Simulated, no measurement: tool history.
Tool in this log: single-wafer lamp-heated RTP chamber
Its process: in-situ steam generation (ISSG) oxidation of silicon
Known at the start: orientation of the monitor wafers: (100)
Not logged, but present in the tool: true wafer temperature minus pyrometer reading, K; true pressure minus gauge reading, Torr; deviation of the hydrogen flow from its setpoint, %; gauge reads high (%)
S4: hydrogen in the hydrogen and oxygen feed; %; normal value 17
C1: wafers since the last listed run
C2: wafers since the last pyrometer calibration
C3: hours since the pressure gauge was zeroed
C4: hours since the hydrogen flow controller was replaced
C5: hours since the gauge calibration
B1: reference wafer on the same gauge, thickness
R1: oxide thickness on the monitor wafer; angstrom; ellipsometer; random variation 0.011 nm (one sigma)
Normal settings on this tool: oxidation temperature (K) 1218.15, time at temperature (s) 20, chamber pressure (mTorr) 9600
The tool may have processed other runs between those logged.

{"run": 1, "hour": 0.0, "oxidation temperature (K)": 1218.15, "time at temperature (s)": 20, "chamber pressure (mTorr)": 9600, "S4": 17, "C1": 0, "C2": 1111, "C3": 3793.8, "C4": 4747.9, "C5": 362.5, "B1": 4.278, "R1": 42.3}
{"run": 2, "hour": 7.8, "oxidation temperature (K)": 1218.15, "time at temperature (s)": 20, "chamber pressure (mTorr)": 9600, "S4": 17, "C1": 89, "C2": 1200, "C3": 3801.6, "C4": 4755.7, "C5": 370.3, "B1": 4.278, "R1": 42.3}
{"run": 3, "hour": 21.2, "oxidation temperature (K)": 1218.15, "time at temperature (s)": 20, "chamber pressure (mTorr)": 9600, "S4": 17, "C1": 153, "C2": 1354, "C3": 3815, "C4": 4769.1, "C5": 383.7, "B1": 4.285, "R1": 42.39}
{"run": 4, "hour": 28.1, "oxidation temperature (K)": 1218.15, "time at temperature (s)": 20, "chamber pressure (mTorr)": 9600, "S4": 17, "C1": 79, "C2": 1433, "C3": 3821.9, "C4": 4776, "C5": 390.6, "B1": 4.28, "R1": 42.5}
{"run": 5, "hour": 38.8, "oxidation temperature (K)": 1218.15, "time at temperature (s)": 20, "chamber pressure (mTorr)": 9600, "S4": 17, "C1": 122, "C2": 1556, "C3": 3832.6, "C4": 4786.7, "C5": 401.3, "B1": 4.279, "R1": 42.69}
{"run": 6, "hour": 46.9, "oxidation temperature (K)": 1218.15, "time at temperature (s)": 20, "chamber pressure (mTorr)": 9600, "S4": 11, "C1": 92, "C2": 1649, "C3": 3840.7, "C4": 4794.8, "C5": 409.4, "B1": 4.282, "R1": 38.96}
{"run": 7, "hour": 60.0, "oxidation temperature (K)": 1218.15, "time at temperature (s)": 20, "chamber pressure (mTorr)": 9600, "S4": 11, "C1": 150, "C2": 1799, "C3": 3853.8, "C4": 4807.9, "C5": 422.5, "B1": 4.278, "R1": 39.2}
{"run": 8, "hour": 68.0, "oxidation temperature (K)": 1218.15, "time at temperature (s)": 20, "chamber pressure (mTorr)": 9600, "S4": 11, "C1": 91, "C2": 1891, "C3": 3861.8, "C4": 4815.9, "C5": 430.5, "B1": 4.279, "R1": 39.05}
{"hour": 79.6, "done": "pyrometer window cleaned and pyrometer calibrated"}
{"run": 9, "hour": 80.1, "oxidation temperature (K)": 1230.15, "time at temperature (s)": 20, "chamber pressure (mTorr)": 10200, "S4": 23, "C1": 47, "C2": 5, "C3": 3873.9, "C4": 4828, "C5": 442.6, "B1": 4.28, "R1": 45.2}
{"run": 10, "hour": 90.6, "oxidation temperature (K)": 1200.15, "time at temperature (s)": 20, "chamber pressure (mTorr)": 10200, "S4": 17, "C1": 120, "C2": 125, "C3": 3884.4, "C4": 4838.5, "C5": 453.1, "B1": 4.282, "R1": 39.21}
{"hour": 99.7, "done": "pressure gauge zeroed"}
{"run": 11, "hour": 102.0, "oxidation temperature (K)": 1218.15, "time at temperature (s)": 20, "chamber pressure (mTorr)": 9600, "S4": 20, "C1": 39, "C2": 164, "C3": 2.3, "C4": 4849.9, "C5": 464.5, "B1": 4.276, "R1": 43.11}
{"run": 12, "hour": 136.3, "oxidation temperature (K)": 1218.15, "time at temperature (s)": 20, "chamber pressure (mTorr)": 9600, "S4": 20, "C1": 393, "C2": 558, "C3": 36.6, "C4": 4884.2, "C5": 498.8, "B1": 4.279, "R1": 43.25}
{"hour": 155.8, "done": "gauge calibrated"}
{"run": 13, "hour": 164.1, "oxidation temperature (K)": 1218.15, "time at temperature (s)": 22, "chamber pressure (mTorr)": 9600, "S4": 20, "C1": 318, "C2": 877, "C3": 64.4, "C4": 4912, "C5": 8.3, "B1": 4.281, "R1": 44.99}
{"run": 14, "hour": 177.9, "oxidation temperature (K)": 1201.15, "time at temperature (s)": 20, "chamber pressure (mTorr)": 9600, "S4": 22, "C1": 158, "C2": 1035, "C3": 78.2, "C4": 4925.8, "C5": 22.1, "B1": 4.28, "R1": 42.52}
{"run": 15, "hour": 194.4, "oxidation temperature (K)": 1218.15, "time at temperature (s)": 14, "chamber pressure (mTorr)": 10200, "S4": 12, "C1": 189, "C2": 1224, "C3": 94.7, "C4": 4942.3, "C5": 38.6, "B1": 4.28, "R1": 33.51}
{"run": 16, "hour": 202.3, "oxidation temperature (K)": 1218.15, "time at temperature (s)": 20, "chamber pressure (mTorr)": 9600, "S4": 17, "C1": 90, "C2": 1315, "C3": 102.6, "C4": 4950.2, "C5": 46.5, "B1": 4.279, "R1": 42.07}
{"run": 17, "hour": 220.2, "oxidation temperature (K)": 1218.15, "time at temperature (s)": 14, "chamber pressure (mTorr)": 10200, "S4": 11, "C1": 205, "C2": 1521, "C3": 120.5, "C4": 4968.1, "C5": 64.4, "B1": 4.284, "R1": 33.16}
{"run": 18, "hour": 232.0, "oxidation temperature (K)": 1218.15, "time at temperature (s)": 20, "chamber pressure (mTorr)": 9600, "S4": 24, "C1": 135, "C2": 1656, "C3": 132.3, "C4": 4979.9, "C5": 76.2, "B1": 4.282, "R1": 45.44}
{"hour": 244.9, "done": "hydrogen flow controller replaced"}
{"run": 19, "hour": 245.4, "oxidation temperature (K)": 1227.15, "time at temperature (s)": 20, "chamber pressure (mTorr)": 9600, "S4": 17, "C1": 61, "C2": 1718, "C3": 145.7, "C4": 0.5, "C5": 89.6, "B1": 4.285, "R1": 43.67}
{"hour": 263.9, "done": "pyrometer window cleaned and pyrometer calibrated"}
{"run": 20, "hour": 264.4, "oxidation temperature (K)": 1230.15, "time at temperature (s)": 20, "chamber pressure (mTorr)": 9600, "S4": 17, "C1": 126, "C2": 5, "C3": 164.7, "C4": 19.5, "C5": 108.6, "B1": 4.279, "R1": 43.07}
{"run": 21, "hour": 272.9, "oxidation temperature (K)": 1207.15, "time at temperature (s)": 20, "chamber pressure (mTorr)": 9600, "S4": 17, "C1": 97, "C2": 103, "C3": 173.2, "C4": 28, "C5": 117.1, "B1": 4.281, "R1": 40.44}
{"run": 22, "hour": 287.7, "oxidation temperature (K)": 1224.15, "time at temperature (s)": 20, "chamber pressure (mTorr)": 8600, "S4": 11, "C1": 169, "C2": 273, "C3": 188, "C4": 42.8, "C5": 131.9, "B1": 4.279, "R1": 39.33}
{"run": 23, "hour": 296.2, "oxidation temperature (K)": 1218.15, "time at temperature (s)": 20, "chamber pressure (mTorr)": 9600, "S4": 17, "C1": 97, "C2": 370, "C3": 196.5, "C4": 51.3, "C5": 140.4, "B1": 4.284, "R1": 41.68}
{"run": 24, "hour": 306.1, "oxidation temperature (K)": 1218.15, "time at temperature (s)": 20, "chamber pressure (mTorr)": 9600, "S4": 12, "C1": 113, "C2": 484, "C3": 206.4, "C4": 61.2, "C5": 150.3, "B1": 4.279, "R1": 38.92}
{"run": 25, "hour": 316.3, "oxidation temperature (K)": 1218.15, "time at temperature (s)": 17, "chamber pressure (mTorr)": 9600, "S4": 17, "C1": 117, "C2": 601, "C3": 216.6, "C4": 71.4, "C5": 160.5, "B1": 4.282, "R1": 39.21}
{"run": 26, "hour": 324.9, "oxidation temperature (K)": 1203.15, "time at temperature (s)": 27, "chamber pressure (mTorr)": 9600, "S4": 17, "C1": 98, "C2": 700, "C3": 225.2, "C4": 80, "C5": 169.1, "B1": 4.282, "R1": 45.43}
{"run": 27, "hour": 336.3, "oxidation temperature (K)": 1218.15, "time at temperature (s)": 20, "chamber pressure (mTorr)": 9600, "S4": 17, "C1": 130, "C2": 831, "C3": 236.6, "C4": 91.4, "C5": 180.5, "B1": 4.279, "R1": 42.24}
{"run": 28, "hour": 349.5, "oxidation temperature (K)": 1218.15, "time at temperature (s)": 16, "chamber pressure (mTorr)": 9600, "S4": 17, "C1": 151, "C2": 982, "C3": 249.8, "C4": 104.6, "C5": 193.7, "B1": 4.275, "R1": 38.44}
{"run": 29, "hour": 393.2, "oxidation temperature (K)": 1200.15, "time at temperature (s)": 22, "chamber pressure (mTorr)": 9000, "S4": 22, "C1": 501, "C2": 1483, "C3": 293.5, "C4": 148.3, "C5": 237.4, "B1": 4.281, "R1": 44.81}
{"run": 30, "hour": 404.8, "oxidation temperature (K)": 1218.15, "time at temperature (s)": 23, "chamber pressure (mTorr)": 9600, "S4": 14, "C1": 133, "C2": 1617, "C3": 305.1, "C4": 159.9, "C5": 249, "B1": 4.28, "R1": 43.51}

Consider 5 possible next runs. They are alternatives, not a sequence: every one starts from the tool as it was left by run 30. What does each give?
{"run": "A", "hour": 405.2, "oxidation temperature (K)": 1218.15, "time at temperature (s)": 20, "chamber pressure (mTorr)": 9600, "S4": 17, "C1": 4, "C2": 1621, "C3": 305.5, "C4": 160.3, "C5": 249.4, "B1": "?", "R1": "?"}
{"run": "B", "hour": 405.2, "oxidation temperature (K)": 1218.15, "time at temperature (s)": 20, "chamber pressure (mTorr)": 10200, "S4": 17, "C1": 4, "C2": 1621, "C3": 305.5, "C4": 160.3, "C5": 249.4, "B1": "?", "R1": "?"}
{"run": "C", "hour": 405.2, "oxidation temperature (K)": 1218.15, "time at temperature (s)": 20, "chamber pressure (mTorr)": 9000, "S4": 21, "C1": 4, "C2": 1621, "C3": 305.5, "C4": 160.3, "C5": 249.4, "B1": "?", "R1": "?"}
{"run": "D", "hour": 405.2, "oxidation temperature (K)": 1218.15, "time at temperature (s)": 27, "chamber pressure (mTorr)": 9600, "S4": 17, "C1": 4, "C2": 1621, "C3": 305.5, "C4": 160.3, "C5": 249.4, "B1": "?", "R1": "?"}
{"run": "E", "hour": 405.2, "oxidation temperature (K)": 1218.15, "time at temperature (s)": 15, "chamber pressure (mTorr)": 9600, "S4": 17, "C1": 4, "C2": 1621, "C3": 305.5, "C4": 160.3, "C5": 249.4, "B1": "?", "R1": "?"}

run=A B1=4.281 R1=42.51
run=B B1=4.281 R1=42.09
run=C B1=4.281 R1=44.83
run=D B1=4.281 R1=48.43
run=E B1=4.281 R1=37.81
With the hidden condition removed and each run's random variation left untouched, the same runs would have given:
run=A R1=41.45
run=B R1=41.04
run=C R1=43.7
run=D R1=47.09
run=E R1=36.96

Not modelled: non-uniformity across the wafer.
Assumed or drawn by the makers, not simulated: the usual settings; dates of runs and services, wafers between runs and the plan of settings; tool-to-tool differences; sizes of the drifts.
